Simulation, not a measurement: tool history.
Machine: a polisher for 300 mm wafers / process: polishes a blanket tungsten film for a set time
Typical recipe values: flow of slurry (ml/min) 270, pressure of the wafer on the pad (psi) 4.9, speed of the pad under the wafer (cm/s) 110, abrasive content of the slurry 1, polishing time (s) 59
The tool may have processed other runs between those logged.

run,hour,flow of slurry (ml/min),pressure of the wafer on the pad (psi),speed of the pad under the wafer (cm/s),abrasive content of the slurry,polishing time (s),wafers since the last listed run,wafers polished on this pad,hours since the slurry nozzle was cleaned,hours since the head pressure was calibrated,hours since the slurry blender was calibrated,hours since the slurry got fresh peroxide,"incoming thickness of the incoming film, nm",film removed (angstrom)
1,0,250,4.9,110,1,59,0,2270,61.6,334.8,262.9,199.2,1107.1,3532
# hour 4: head pressure recalibrated
# hour 11.8: slurry tank refilled with fresh slurry and peroxide
# hour 19: worn pad replaced by a new one
# hour 45.8: slurry blender recalibrated
2,48.4,270,4.9,110,1.2,59,371,258,110,44.4,2.6,36.6,1109.8,4025
3,102.5,270,4.9,110,1.2,59,509,767,164.1,98.5,56.7,90.7,1140.2,3934
4,160.2,270,4.9,110,1.2,59,543,1311,221.8,156.2,114.4,148.4,1101,3852
5,207.8,270,4.9,110,1,59,448,1760,269.4,203.8,162,196,1116.1,3671
# hour 231.9: worn pad replaced by a new one
# hour 265.5: slurry tank refilled with fresh slurry and peroxide
6,266,270,4.9,110,1.1,59,501,311,327.6,262,220.2,0.5,1120.6,3724
7,317.8,270,4.9,110,1.1,59,488,799,379.4,313.8,272,52.3,1126,3634
# hour 331.6: slurry nozzle cleaned
8,366.3,270,4.9,110,1,59,447,1247,34.7,362.3,320.5,100.8,1112.8,3621
# hour 397.6: slurry blender recalibrated
9,398.1,270,4.9,110,1,59,280,1528,66.5,394.1,0.5,132.6,1118.6,3771
# hour 423.9: head pressure recalibrated
# hour 438.8: worn pad replaced by a new one
10,457.7,270,4.9,110,1,59,505,178,126.1,33.8,60.1,192.2,1114.2,3669
11,487.4,360,5.9,110,0.7,59,279,458,155.8,63.5,89.8,221.9,1108.8,4042
# hour 527.1: slurry tank refilled with fresh slurry and peroxide
12,541.7,300,4.9,110,1,59,502,960,210.1,117.8,144.1,14.6,1118.9,3596
13,566.3,270,4.9,110,1,59,231,1192,234.7,142.4,168.7,39.2,1125.7,3522
14,593.9,215,4.9,110,1,59,260,1452,262.3,170,196.3,66.8,1126.5,3427
15,647.4,270,4,126,1.1,59,504,1956,315.8,223.5,249.8,120.3,1121.7,3454
# hour 684.6: slurry blender recalibrated
# hour 703.8: worn pad replaced by a new one
16,710,240,3.4,110,1,59,533,58,378.4,286.1,25.4,182.9,1120.4,2872
# hour 741.7: slurry tank refilled with fresh slurry and peroxide
17,771.7,270,4.9,110,1,59,571,630,440.1,347.8,87.1,30,1125,3695
18,825.5,325,4.9,110,1,59,506,1137,493.9,401.6,140.9,83.8,1112.6,3716
# hour 829: slurry nozzle cleaned
# hour 830.3: head pressure recalibrated
# hour 923.3: worn pad replaced by a new one
# hour 948.4: slurry tank refilled with fresh slurry and peroxide
19,971.9,270,5.8,110,1.1,65,1310,448,142.9,141.6,287.3,23.5,1135.1,4485
20,1026.5,325,4.9,86,0.85,59,514,963,197.5,196.2,341.9,78.1,1135.1,2705
# hour 1042.5: slurry blender recalibrated
# hour 1141.3: worn pad replaced by a new one
21,1161.1,270,4.5,110,1,73,1211,186,332.1,330.8,118.6,212.7,1124.7,4207

Each row is a separate what-if for the run after 21, all from the same tool condition, not one after another. Results?
A,1161.5,270,4.9,122,1,59,3,189,332.5,331.2,119,213.1,1129.2,?
B,1161.5,350,3.5,76,1,46,3,189,332.5,331.2,119,213.1,1129.2,?
C,1161.5,270,4.1,120,1,51,3,189,332.5,331.2,119,213.1,1129.2,?

run,film removed (angstrom)
A,4107
B,1571
C,3030
With the hidden condition removed and each run's random variation left untouched, the same runs would have given:
run,film removed (angstrom)
A,4373
B,1673
C,3227
